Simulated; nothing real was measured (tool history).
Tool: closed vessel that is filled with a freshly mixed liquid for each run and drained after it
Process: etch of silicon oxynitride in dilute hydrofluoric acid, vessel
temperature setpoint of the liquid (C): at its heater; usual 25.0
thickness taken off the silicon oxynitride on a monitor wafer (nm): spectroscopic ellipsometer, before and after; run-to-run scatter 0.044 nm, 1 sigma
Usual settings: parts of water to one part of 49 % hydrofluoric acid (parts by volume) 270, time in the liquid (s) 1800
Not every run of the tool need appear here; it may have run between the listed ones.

run    hour  temperature setpoint of the liquid (C)  parts of water to one part of 49 % hydrofluoric acid (parts by volume)  time in the liquid (s)  wafers since the last listed run  hours since the thermometer was replaced  hours since the hydrofluoric acid flow meter was replaced  hours since the gauge calibration  read-back film thickness of the silicon oxynitride reference wafer, read on the same gauge (nm)  thickness taken off the silicon oxynitride on a monitor wafer (nm)
  1     0.0                                    25.0                                                                     270                    1800                                 0                                     760.1                                                      583.9                             2005.1                                                                                            60.04                                                               10.18
  2    89.7                                    25.0                                                                     270                    1800                              2981                                     849.8                                                      673.6                             2094.8                                                                                            60.01                                                               10.09
  3   156.6                                    25.0                                                                     210                    2485                              2223                                     916.7                                                      740.5                             2161.7                                                                                            59.98                                                               19.05
      198.7  -- gauge calibrated
  4   221.7                                    25.0                                                                     270                    1800                              2163                                     981.8                                                      805.6                               23.0                                                                                            59.99                                                               10.23
  5   281.9                                    25.0                                                                     270                    1800                              2000                                    1042.0                                                      865.8                               83.2                                                                                            60.01                                                               10.18
      308.4  -- thermometer replaced
      360.1  -- hydrofluoric acid flow meter replaced
  6   377.8                                    25.0                                                                     270                    1505                              3120                                      69.4                                                       17.7                              179.1                                                                                            60.01                                                                8.30
  7   439.7                                    25.0                                                                     270                    1505                              2057                                     131.3                                                       79.6                              241.0                                                                                            59.96                                                                8.30
  8   616.2                                    25.0                                                                     270                    1800                              5866                                     307.8                                                      256.1                              417.5                                                                                            60.00                                                               10.03
  9   685.8                                    25.0                                                                     270                    1800                              2313                                     377.4                                                      325.7                              487.1                                                                                            59.98                                                               10.06
 10   753.2                                    23.0                                                                     175                    1390                              2240                                     444.8                                                      393.1                              554.5                                                                                            60.01                                                               11.76
 11   829.3                                    25.0                                                                     270                    1425                              2529                                     520.9                                                      469.2                              630.6                                                                                            59.99                                                                8.03
 12   935.6                                    26.5                                                                     325                    1455                              3533                                     627.2                                                      575.5                              736.9                                                                                            60.00                                                                6.94
 13  1022.3                                    25.0                                                                     270                    1800                              2881                                     713.9                                                      662.2                              823.6                                                                                            60.00                                                               10.20
 14  1063.0                                    25.0                                                                     270                    1800                              1352                                     754.6                                                      702.9                              864.3                                                                                            60.01                                                               10.13
 15  1163.9                                    26.5                                                                     325                     875                              3353                                     855.5                                                      803.8                              965.2                                                                                            59.99                                                                4.21
 16  1204.1                                    21.0                                                                     220                    2845                              1336                                     895.7                                                      844.0                             1005.4                                                                                            59.98                                                               17.15
     1253.8  -- hydrofluoric acid flow meter replaced
 17  1261.6                                    25.0                                                                     270                    1800                              1877                                     953.2                                                        7.8                             1062.9                                                                                            60.00                                                                9.96
 18  1321.3                                    22.0                                                                     310                    2635                              1984                                    1012.9                                                       67.5                             1122.6                                                                                            60.02                                                               10.89
 19  1359.7                                    27.5                                                                     270                    1800                              1276                                    1051.3                                                      105.9                             1161.0                                                                                            59.99                                                               11.04
 20  1405.6                                    29.5                                                                     230                    1090                              1525                                    1097.2                                                      151.8                             1206.9                                                                                            59.98                                                                8.91
 21  1465.7                                    25.0                                                                     340                     870                              1997                                    1157.3                                                      211.9                             1267.0                                                                                            60.01                                                                3.67
     1516.9  -- thermometer replaced
 22  1566.9                                    22.5                                                                     225                    1800                              3330                                      50.0                                                      313.1                             1368.2                                                                                            59.98                                                               11.19
 23  1640.1                                    25.0                                                                     270                    1025                              2432                                     123.2                                                      386.3                             1441.4                                                                                            60.01                                                                5.74

For run 24, what comes out?
 24  1701.2                                    23.0                                                                     185                    2560                              2030                                     184.3                                                      447.4                             1502.5                                                                                                ?                                                                   ?

Run 24 came out at read-back film thickness of the silicon oxynitride reference wafer, read on the same gauge (nm) 60.05, thickness taken off the silicon oxynitride on a monitor wafer (nm) 20.53.
Were there no unlogged condition in the tool, this run, its random variation unchanged, would have produced thickness taken off the silicon oxynitride on a monitor wafer (nm) 20.23.

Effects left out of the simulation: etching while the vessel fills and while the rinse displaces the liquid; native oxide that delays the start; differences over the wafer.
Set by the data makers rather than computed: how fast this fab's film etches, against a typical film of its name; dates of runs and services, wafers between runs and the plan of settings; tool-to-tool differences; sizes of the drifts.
